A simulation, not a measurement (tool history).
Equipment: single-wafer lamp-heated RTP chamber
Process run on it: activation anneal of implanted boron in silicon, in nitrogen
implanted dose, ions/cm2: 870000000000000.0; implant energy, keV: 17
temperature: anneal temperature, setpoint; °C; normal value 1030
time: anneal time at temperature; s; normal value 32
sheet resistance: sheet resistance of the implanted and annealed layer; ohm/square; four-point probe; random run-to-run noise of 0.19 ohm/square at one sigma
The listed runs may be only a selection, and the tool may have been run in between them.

run	day	temperature	time	wafers since the last listed run	wafers since the last pyrometer calibration	wafers since the reflector plate was cleaned	hours since the gauge calibration	read-back reference wafer on the same gauge, sheet resistance	sheet resistance
1	0	1030	43	0	4332	1962	569.9	137.98	125.03
2	0.588	1030	43	324	4657	2287	584	137.99	124.99
# day 2.267: pyrometer window cleaned and pyrometer calibrated
3	2.288	1030	32	754	10	3041	624.8	138.01	125.74
4	3.146	1030	32	473	484	3514	645.4	138	126.02
5	4.621	1030	32	813	1298	4328	680.8	137.96	126
6	5.592	1030	32	535	1833	4864	704.1	137.94	125.91
7	6.821	1048	32	678	2512	5542	733.6	137.94	124.61
# day 7.246: reflector plate cleaned
8	7.417	1048	32	144	2656	94	747.9	138.06	124.65
9	8.575	1048	32	639	3295	733	775.7	137.96	124.97
10	9.279	1012	36	388	3684	1121	792.6	137.97	126.69
11	9.833	1030	32	305	3990	1427	805.9	137.98	125.56
12	10.838	1030	32	554	4544	1981	830	138.03	125.58
13	11.362	1047	27	289	4833	2271	842.6	138.1	125.03
14	12.262	1012	38	496	5330	2767	864.2	138.07	126.24
# day 12.471: gauge calibrated
15	13.317	1030	32	581	5912	3349	20.3	138.02	125.46
# day 14.071: pyrometer window cleaned and pyrometer calibrated
16	14.783	1003	25	625	393	3974	55.5	138.04	129.63
17	15.733	1030	39	524	917	4498	78.3	138.07	125.72
18	16.292	1017	38	308	1225	4806	91.7	138.02	126.43
19	17.533	1057	44	685	1910	5492	121.5	137.96	124.05
20	18.496	1057	46	531	2441	6023	144.6	138.07	124.08
# day 19.004: reflector plate cleaned
21	19.958	1046	44	623	3064	527	179.7	137.91	124.39
22	20.475	1011	26	285	3349	812	192.1	138	127.1
23	23.325	1045	26	1572	4922	2384	260.5	137.95	125.51
24	24.729	1041	32	774	5697	3159	294.2	138.05	125.06
# day 26.271: pyrometer window cleaned and pyrometer calibrated
25	26.292	1000	32	678	11	3837	331.7	138	129.74
26	27.633	1006	51	740	752	4578	363.9	137.98	127.42
# day 28.721: reflector plate cleaned
27	30.971	1030	26	1657	2409	1241	444	138.11	126.05
28	32.029	1030	32	583	2993	1824	469.4	138.04	125.95
29	33.371	1056	32	740	3733	2565	501.6	137.94	124.31
30	34.325	1030	32	526	4260	3091	524.5	137.99	125.6
31	35.333	1057	13	556	4816	3648	548.7	138.01	125.96
# day 35.779: pyrometer window cleaned and pyrometer calibrated
32	36.583	1001	44	505	443	4153	578.7	137.97	128.8
33	37.108	1030	32	289	733	4443	591.3	137.94	125.66
# day 40.004: reflector plate cleaned
34	40.683	1030	19	1788	2521	374	677.1	138.04	126.32
35	41.362	1030	32	374	2896	748	693.4	138.03	125.81
36	42.112	1030	32	413	3310	1162	711.4	137.94	125.54

For each entry between runs, how does the tool's hidden state at the last listed run before it compare with that at the first listed run after it?
After run 2, before run 3: pyrometer window cleaned and pyrometer calibrated (day 2.267)
  true wafer temperature minus pyrometer reading, K: 11 -> 0.795
  measured result minus the result with no hidden state, sheet resistance: -0.67 -> -0.05 ohm/square
After run 7, before run 8: reflector plate cleaned (day 7.246)
  true wafer temperature minus pyrometer reading, K: 5.72 -> 6.37
  measured result minus the result with no hidden state, sheet resistance: -0.18 -> -0.21 ohm/square
After run 14, before run 15: gauge calibrated (day 12.471)
  true wafer temperature minus pyrometer reading, K: 11.6 -> 12.8
  measured result minus the result with no hidden state, sheet resistance: -1.22 -> -0.74 ohm/square
After run 15, before run 16: pyrometer window cleaned and pyrometer calibrated (day 14.071)
  true wafer temperature minus pyrometer reading, K: 12.8 -> 2.17
  measured result minus the result with no hidden state, sheet resistance: -0.74 -> -0.46 ohm/square
After run 20, before run 21: reflector plate cleaned (day 19.004)
  true wafer temperature minus pyrometer reading, K: 6.2 -> 7.79
  measured result minus the result with no hidden state, sheet resistance: -0.23 -> -0.32 ohm/square
After run 24, before run 25: pyrometer window cleaned and pyrometer calibrated (day 26.271)
  true wafer temperature minus pyrometer reading, K: 13 -> 1.33
  measured result minus the result with no hidden state, sheet resistance: -0.49 -> -0.3 ohm/square
After run 26, before run 27: reflector plate cleaned (day 28.721)
  true wafer temperature minus pyrometer reading, K: 2.79 -> 6.41
  measured result minus the result with no hidden state, sheet resistance: -0.42 -> -0.42 ohm/square
After run 31, before run 32: pyrometer window cleaned and pyrometer calibrated (day 35.779)
  true wafer temperature minus pyrometer reading, K: 11.2 -> 1.55
  measured result minus the result with no hidden state, sheet resistance: -0.15 -> -0.3 ohm/square
After run 33, before run 34: reflector plate cleaned (day 40.004)
  true wafer temperature minus pyrometer reading, K: 2.12 -> 6.01
  measured result minus the result with no hidden state, sheet resistance: -0.15 -> -0.39 ohm/square
